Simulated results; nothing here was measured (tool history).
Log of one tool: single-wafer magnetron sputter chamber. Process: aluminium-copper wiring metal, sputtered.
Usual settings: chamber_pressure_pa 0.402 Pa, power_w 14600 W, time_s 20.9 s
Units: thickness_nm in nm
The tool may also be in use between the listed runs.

run	hour	chamber_pressure_pa	power_w	time_s	read-back reference wafer on the same gauge, thickness_nm	thickness_nm
1	0	0.321	14600	20.9	495.935	479.478
2	24.5	0.321	14600	20.9	496.145	478.434
3	44.1	0.402	14600	20.9	496.271	451.912
4	78.3	0.402	14600	20.9	495.757	453.681
5	94.2	0.402	14600	20.9	495.494	450.121
# hour 115.6: sputter target and shields replaced
6	123.7	0.342	14600	20.9	495.124	440.504
7	154.9	0.342	14600	20.9	495.816	437.825
8	168.1	0.402	14600	23.2	496.056	467.617
9	181.7	0.402	14600	20.9	496.544	423.863
10	203.9	0.402	14600	20.9	495.722	416.104
11	232.6	0.402	14600	20.9	495.551	416.566
12	250.5	0.402	14600	20.9	496.541	411.828
13	267.3	0.363	14600	20.9	496.876	421.362
# hour 298.4: sputter target and shields replaced, repeated, since the last time left the tool worse
14	300.3	0.363	14600	20.9	496.581	484.013
# hour 315.3: magnet pack replaced
15	329.9	0.363	14600	20.9	496.323	480.41
16	363.7	0.402	14600	20.9	495.468	466.398
17	391.4	0.402	14600	20.9	496.035	462.063
# hour 400.6: capacitance manometer re-zeroed and calibrated
18	406.3	0.456	17550	17.1	495.405	442.714
19	436.4	0.402	14600	20.9	495.523	455.523
20	471.5	0.402	14600	20.9	495.729	456.822
# hour 496.4: sputter target and shields replaced
21	496.9	0.358	17850	16.9	495.245	479.249
22	525.6	0.402	11150	23.9	496.39	415.616
23	557	0.313	17600	17.4	496.144	498.419
24	589	0.402	14600	24.1	496.044	544.155
# hour 601.1: gauge calibrated
25	622.8	0.497	11950	22.4	496.309	385.501
26	654	0.402	14600	20.9	496.421	458.208
27	678.2	0.402	15650	20.9	495.853	491.955
28	706.5	0.402	12900	19.3	496.267	373.356
# hour 733.5: sputter target and shields replaced
29	763.4	0.338	11500	19.3	496.234	355.775
30	793.1	0.402	13550	17.9	496.433	373.095
31	825	0.402	14600	17.4	496.013	385.596
32	840.4	0.338	11500	19.3	496.183	346.102
33	858	0.321	14600	20.9	495.993	487.704

Hidden state or all else? Some run-to-run changes of thickness_nm, split into what the settings, what came in and random variation would give without the hidden state, and what is left for the hidden state (with any gauge scatter that isn't in both results):
The hidden state here: deposition rate above that of a new target (%); true argon pressure above the setpoint (%); gauge reads high (%).
Run 5 -> 6: chamber_pressure_pa 0.402 -> 0.342, sputter target and shields replaced. thickness_nm -9.617 nm: hidden state -21.863, all else +12.246.
Run 13 -> 14: sputter target and shields replaced, repeated, since the last time left the tool worse. thickness_nm +62.651 nm: hidden state +64.027, all else -1.376.
Run 20 -> 21: chamber_pressure_pa 0.402 -> 0.358, power_w 14600 -> 17850, time_s 20.9 -> 16.9, sputter target and shields replaced. thickness_nm +22.427 nm: hidden state +21.274, all else +1.153.
Run 24 -> 25: chamber_pressure_pa 0.402 -> 0.497, power_w 14600 -> 11950, time_s 24.1 -> 22.4, gauge calibrated. thickness_nm -158.654 nm: hidden state +0.481, all else -159.135.
Run 27 -> 28: power_w 15650 -> 12900, time_s 20.9 -> 19.3. thickness_nm -118.599 nm: hidden state +2.651, all else -121.25.
Run 32 -> 33: chamber_pressure_pa 0.338 -> 0.321, power_w 11500 -> 14600, time_s 19.3 -> 20.9. thickness_nm +141.602 nm: hidden state -6.146, all else +147.748.
